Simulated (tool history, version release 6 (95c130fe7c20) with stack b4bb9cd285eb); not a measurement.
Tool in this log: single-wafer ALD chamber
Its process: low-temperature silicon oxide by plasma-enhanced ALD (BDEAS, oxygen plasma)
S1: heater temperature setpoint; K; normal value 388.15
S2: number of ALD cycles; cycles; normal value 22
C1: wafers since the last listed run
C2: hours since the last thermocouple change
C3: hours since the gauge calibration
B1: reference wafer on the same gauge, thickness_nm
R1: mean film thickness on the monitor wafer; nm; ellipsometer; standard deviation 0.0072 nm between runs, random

Run 1, hour 0: usual settings; C1 0; C2 2883.9; C3 313.1; B1 3.434. Result: R1 2.899 nm.
Run 2, hour 43: usual settings; C1 525; C2 2926.9; C3 356.1; B1 3.44. Result: R1 2.905 nm.
At hour 54.3: gauge calibrated.
Run 3, hour 108.2: usual settings but S1 391.15 K, S2 25 cycles; C1 797; C2 2992.1; C3 53.9; B1 3.403. Result: R1 3.24 nm.
Run 4, hour 161.1: usual settings but S1 391.15 K, S2 25 cycles; C1 646; C2 3045; C3 106.8; B1 3.411. Result: R1 3.269 nm.
Run 5, hour 195.9: usual settings but S2 20 cycles; C1 425; C2 3079.8; C3 141.6; B1 3.417. Result: R1 2.62 nm.
Run 6, hour 223.7: usual settings but S2 20 cycles; C1 339; C2 3107.6; C3 169.4; B1 3.424. Result: R1 2.634 nm.
At hour 251.7: thermocouple changed; heater temperature recalibrated.
Run 7, hour 289.8: usual settings but S2 20 cycles; C1 710; C2 38.1; C3 235.5; B1 3.43. Result: R1 2.638 nm.
Run 8, hour 322: usual settings but S2 25 cycles; C1 393; C2 70.3; C3 267.7; B1 3.432. Result: R1 3.286 nm.
Run 9, hour 391.9: usual settings but S1 375.15 K, S2 21 cycles; C1 854; C2 140.2; C3 337.6; B1 3.445. Result: R1 2.845 nm.
Run 10, hour 438.3: usual settings; C1 567; C2 186.6; C3 384; B1 3.445. Result: R1 2.919 nm.
At hour 481.1: gauge calibrated.
Run 11, hour 484.6: usual settings but S1 374.15 K, S2 18 cycles; C1 566; C2 232.9; C3 3.5; B1 3.394. Result: R1 2.418 nm.
Run 12, hour 512.4: usual settings but S1 398.15 K, S2 20 cycles; C1 339; C2 260.7; C3 31.3; B1 3.404. Result: R1 2.556 nm.
Run 13, hour 580.8: usual settings but S2 25 cycles; C1 836; C2 329.1; C3 99.7; B1 3.411. Result: R1 3.291 nm.
Run 14, hour 625.2: usual settings but S2 18 cycles; C1 542; C2 373.5; C3 144.1; B1 3.415. Result: R1 2.348 nm.
Run 15, hour 649.4: usual settings but S1 381.15 K, S2 24 cycles; C1 295; C2 397.7; C3 168.3; B1 3.416. Result: R1 3.191 nm.
Run 16, hour 679.2: usual settings but S1 373.15 K; C1 364; C2 427.5; C3 198.1; B1 3.426. Result: R1 2.994 nm.

Forecast each of these 4 alternatives for the next run:
Run A, hour 679.6: usual settings but S2 21 cycles; C1 4; C2 427.9; C3 198.5; B1 ?. Result: R1 ?.
Run B, hour 679.6: usual settings but S1 400.15 K; C1 4; C2 427.9; C3 198.5; B1 ?. Result: R1 ?.
Run C, hour 679.6: usual settings but S1 399.15 K, S2 19 cycles; C1 4; C2 427.9; C3 198.5; B1 ?. Result: R1 ?.
Run D, hour 679.6: usual settings but S1 375.15 K, S2 18 cycles; C1 4; C2 427.9; C3 198.5; B1 ?. Result: R1 ?.

run     B1     R1
  A  3.423  2.762
  B  3.423   2.82
  C  3.423  2.441
  D  3.423  2.432
With the hidden condition removed and each run's random variation left untouched, the same runs would have given:
run     R1
  A  2.736
  B  2.794
  C  2.418
  D   2.41

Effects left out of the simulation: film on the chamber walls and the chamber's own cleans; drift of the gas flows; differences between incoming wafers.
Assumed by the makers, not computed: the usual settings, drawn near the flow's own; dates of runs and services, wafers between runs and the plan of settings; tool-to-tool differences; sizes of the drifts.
